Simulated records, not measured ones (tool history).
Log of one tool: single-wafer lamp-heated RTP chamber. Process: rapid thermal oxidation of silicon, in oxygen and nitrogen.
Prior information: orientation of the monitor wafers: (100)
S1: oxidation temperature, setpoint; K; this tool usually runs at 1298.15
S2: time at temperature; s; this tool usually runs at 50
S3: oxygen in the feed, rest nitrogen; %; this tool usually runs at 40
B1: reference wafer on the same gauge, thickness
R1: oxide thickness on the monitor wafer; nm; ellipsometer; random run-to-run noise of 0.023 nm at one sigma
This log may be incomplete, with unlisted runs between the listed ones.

run	hour	S1	S2	S3	B1	R1
1	0.0	1298.15	50	40	3.977	5.053
2	41.8	1298.15	50	40	3.979	5.076
3	95.1	1298.15	50	40	3.981	5.089
4	136.1	1298.15	50	25	3.982	4.401
# hour 163.7: pyrometer window cleaned and pyrometer calibrated
5	274.2	1298.15	50	40	3.976	4.963
6	331.0	1298.15	50	40	3.978	4.939
7	361.1	1298.15	50	40	3.981	4.987
8	419.6	1298.15	50	40	3.982	4.993
9	467.7	1298.15	50	58	3.975	5.707
10	514.0	1298.15	50	20	3.983	4.030
11	561.0	1316.15	50	40	3.985	5.642
12	588.4	1316.15	50	40	3.980	5.669
# hour 611.5: gauge calibrated
13	625.2	1298.15	50	40	3.982	4.974
14	666.6	1298.15	50	40	3.983	5.051
15	716.1	1298.15	50	40	3.983	5.047
16	772.2	1287.15	50	67	3.984	5.540
17	805.9	1317.15	58	17	3.983	4.623
18	848.6	1284.15	65	17	3.977	3.934
19	917.6	1298.15	58	40	3.986	5.403
20	942.5	1298.15	50	40	3.977	5.133
# hour 953.1: pyrometer window cleaned and pyrometer calibrated
# hour 990.4: oxygen flow controller replaced
21	996.7	1298.15	38	40	3.977	4.417
22	1062.7	1285.15	33	26	3.982	3.395
23	1101.3	1298.15	50	53	3.979	5.428
24	1142.3	1287.15	64	26	3.982	4.478
25	1198.8	1282.15	66	68	3.980	5.971
26	1238.5	1273.15	50	17	3.986	3.314
27	1271.8	1298.15	50	40	3.981	4.966
28	1304.3	1290.15	50	40	3.974	4.711

For each run, what was the tool's unlogged condition?
deviation of the oxygen flow from its setpoint, %: 0 at every run
gauge reads high (%): 0 at every run
H1: true wafer temperature minus pyrometer reading, K
run	H1
1	4.83
2	5.11
3	5.46
4	5.74
5	1.21
6	1.59
7	1.79
8	2.18
9	2.51
10	2.82
11	3.13
12	3.31
13	3.56
14	3.84
15	4.17
16	4.55
17	4.77
18	5.06
19	5.52
20	5.69
21	0.44
22	0.882
23	1.14
24	1.42
25	1.79
26	2.06
27	2.28
28	2.5

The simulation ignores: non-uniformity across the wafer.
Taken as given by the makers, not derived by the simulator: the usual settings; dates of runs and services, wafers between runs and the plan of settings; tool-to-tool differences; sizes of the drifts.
